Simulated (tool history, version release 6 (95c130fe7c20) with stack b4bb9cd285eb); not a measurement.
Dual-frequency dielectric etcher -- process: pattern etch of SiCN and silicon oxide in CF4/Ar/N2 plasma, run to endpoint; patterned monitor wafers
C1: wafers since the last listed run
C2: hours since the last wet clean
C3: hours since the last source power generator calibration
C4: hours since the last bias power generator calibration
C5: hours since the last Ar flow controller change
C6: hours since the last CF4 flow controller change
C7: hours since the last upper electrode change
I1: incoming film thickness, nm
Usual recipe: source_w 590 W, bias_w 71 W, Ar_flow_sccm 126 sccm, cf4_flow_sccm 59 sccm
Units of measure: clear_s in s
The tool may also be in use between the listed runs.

run 1 hour=0 | source_w=680 bias_w=71 Ar_flow_sccm=126 cf4_flow_sccm=59 | C1=0 C2=329.1 C3=4426.6 C4=1647.4 C5=4206.2 C6=3347.9 C7=2716.1 | I1=17.38 | clear_s=15.2
run 2 hour=26.3 | source_w=680 bias_w=71 Ar_flow_sccm=126 cf4_flow_sccm=59 | C1=478 C2=355.4 C3=4452.9 C4=1673.7 C5=4232.5 C6=3374.2 C7=2742.4 | I1=17.22 | clear_s=15.1
run 3 hour=48.4 | source_w=590 bias_w=71 Ar_flow_sccm=126 cf4_flow_sccm=59 | C1=401 C2=377.5 C3=4475 C4=1695.8 C5=4254.6 C6=3396.3 C7=2764.5 | I1=17.54 | clear_s=17.3
run 4 hour=68.3 | source_w=590 bias_w=71 Ar_flow_sccm=126 cf4_flow_sccm=59 | C1=361 C2=397.4 C3=4494.9 C4=1715.7 C5=4274.5 C6=3416.2 C7=2784.4 | I1=17.33 | clear_s=17.1
-- hour=183 upper electrode replaced
run 5 hour=183.5 | source_w=590 bias_w=71 Ar_flow_sccm=126 cf4_flow_sccm=59 | C1=1658 C2=512.6 C3=4610.1 C4=1830.9 C5=4389.7 C6=3531.4 C7=0.5 | I1=17.15 | clear_s=17
run 6 hour=189 | source_w=590 bias_w=71 Ar_flow_sccm=126 cf4_flow_sccm=59 | C1=100 C2=518.1 C3=4615.6 C4=1836.4 C5=4395.2 C6=3536.9 C7=6 | I1=17.23 | clear_s=17
run 7 hour=201.1 | source_w=590 bias_w=71 Ar_flow_sccm=126 cf4_flow_sccm=59 | C1=220 C2=530.2 C3=4627.7 C4=1848.5 C5=4407.3 C6=3549 C7=18.1 | I1=17.22 | clear_s=17
run 8 hour=228.9 | source_w=590 bias_w=71 Ar_flow_sccm=126 cf4_flow_sccm=59 | C1=505 C2=558 C3=4655.5 C4=1876.3 C5=4435.1 C6=3576.8 C7=45.9 | I1=17.36 | clear_s=17.2
-- hour=245.6 bias power generator calibrated
run 9 hour=256.9 | source_w=590 bias_w=71 Ar_flow_sccm=126 cf4_flow_sccm=59 | C1=436 C2=586 C3=4683.5 C4=11.3 C5=4463.1 C6=3604.8 C7=73.9 | I1=17.08 | clear_s=16.9
-- hour=277.5 CF4 flow controller replaced
-- hour=281.7 wet clean of the chamber
run 10 hour=300.1 | source_w=480 bias_w=71 Ar_flow_sccm=105 cf4_flow_sccm=59 | C1=599 C2=18.4 C3=4726.7 C4=54.5 C5=4506.3 C6=22.6 C7=117.1 | I1=17.4 | clear_s=19.6
run 11 hour=314.5 | source_w=680 bias_w=71 Ar_flow_sccm=126 cf4_flow_sccm=59 | C1=261 C2=32.8 C3=4741.1 C4=68.9 C5=4520.7 C6=37 C7=131.5 | I1=17.22 | clear_s=15.1
run 12 hour=342.3 | source_w=590 bias_w=71 Ar_flow_sccm=126 cf4_flow_sccm=59 | C1=505 C2=60.6 C3=4768.9 C4=96.7 C5=4548.5 C6=64.8 C7=159.3 | I1=17.19 | clear_s=17.1
run 13 hour=361 | source_w=590 bias_w=71 Ar_flow_sccm=143 cf4_flow_sccm=59 | C1=340 C2=79.3 C3=4787.6 C4=115.4 C5=4567.2 C6=83.5 C7=178 | I1=17.25 | clear_s=17.7
run 14 hour=382.7 | source_w=710 bias_w=65 Ar_flow_sccm=126 cf4_flow_sccm=55 | C1=394 C2=101 C3=4809.3 C4=137.1 C5=4588.9 C6=105.2 C7=199.7 | I1=17.12 | clear_s=15
run 15 hour=414 | source_w=590 bias_w=71 Ar_flow_sccm=126 cf4_flow_sccm=59 | C1=569 C2=132.3 C3=4840.6 C4=168.4 C5=4620.2 C6=136.5 C7=231 | I1=17.11 | clear_s=16.9
-- hour=420.1 Ar flow controller replaced
run 16 hour=433.2 | source_w=640 bias_w=71 Ar_flow_sccm=126 cf4_flow_sccm=59 | C1=240 C2=151.5 C3=4859.8 C4=187.6 C5=13.1 C6=155.7 C7=250.2 | I1=17.36 | clear_s=16
-- hour=459 source power generator calibrated
run 17 hour=465 | source_w=480 bias_w=62 Ar_flow_sccm=96 cf4_flow_sccm=71 | C1=505 C2=183.3 C3=6 C4=219.4 C5=44.9 C6=187.5 C7=282 | I1=17.13 | clear_s=18.5
run 18 hour=488.2 | source_w=480 bias_w=71 Ar_flow_sccm=105 cf4_flow_sccm=59 | C1=421 C2=206.5 C3=29.2 C4=242.6 C5=68.1 C6=210.7 C7=305.2 | I1=17.45 | clear_s=19.5
run 19 hour=511.8 | source_w=590 bias_w=77 Ar_flow_sccm=126 cf4_flow_sccm=65 | C1=429 C2=230.1 C3=52.8 C4=266.2 C5=91.7 C6=234.3 C7=328.8 | I1=17.35 | clear_s=16.5
run 20 hour=538.9 | source_w=590 bias_w=71 Ar_flow_sccm=126 cf4_flow_sccm=59 | C1=492 C2=257.2 C3=79.9 C4=293.3 C5=118.8 C6=261.4 C7=355.9 | I1=17.23 | clear_s=17
run 21 hour=561.8 | source_w=690 bias_w=71 Ar_flow_sccm=126 cf4_flow_sccm=59 | C1=416 C2=280.1 C3=102.8 C4=316.2 C5=141.7 C6=284.3 C7=378.8 | I1=17.28 | clear_s=15
run 22 hour=597.1 | source_w=590 bias_w=71 Ar_flow_sccm=113 cf4_flow_sccm=72 | C1=641 C2=315.4 C3=138.1 C4=351.5 C5=177 C6=319.6 C7=414.1 | I1=17.32 | clear_s=16
run 23 hour=614.6 | source_w=590 bias_w=71 Ar_flow_sccm=155 cf4_flow_sccm=59 | C1=318 C2=332.9 C3=155.6 C4=369 C5=194.5 C6=337.1 C7=431.6 | I1=17.3 | clear_s=18
run 24 hour=637.4 | source_w=450 bias_w=71 Ar_flow_sccm=97 cf4_flow_sccm=71 | C1=414 C2=355.7 C3=178.4 C4=391.8 C5=217.3 C6=359.9 C7=454.4 | I1=17.13 | clear_s=19.2
run 25 hour=652 | source_w=490 bias_w=76 Ar_flow_sccm=146 cf4_flow_sccm=69 | C1=265 C2=370.3 C3=193 C4=406.4 C5=231.9 C6=374.5 C7=469 | I1=17.27 | clear_s=19.8

What was the tool's hidden state at every run in the log?
etch rate over this chamber's usual, %: 0 across all the runs
source power that arrives over what is set, %: 0 across all the runs
bias power that arrives over what is set, %: 0 across all the runs
Ar flow that arrives over what is set, %: 0 across all the runs
CF4 flow that arrives over what is set, %: 0 across all the runs

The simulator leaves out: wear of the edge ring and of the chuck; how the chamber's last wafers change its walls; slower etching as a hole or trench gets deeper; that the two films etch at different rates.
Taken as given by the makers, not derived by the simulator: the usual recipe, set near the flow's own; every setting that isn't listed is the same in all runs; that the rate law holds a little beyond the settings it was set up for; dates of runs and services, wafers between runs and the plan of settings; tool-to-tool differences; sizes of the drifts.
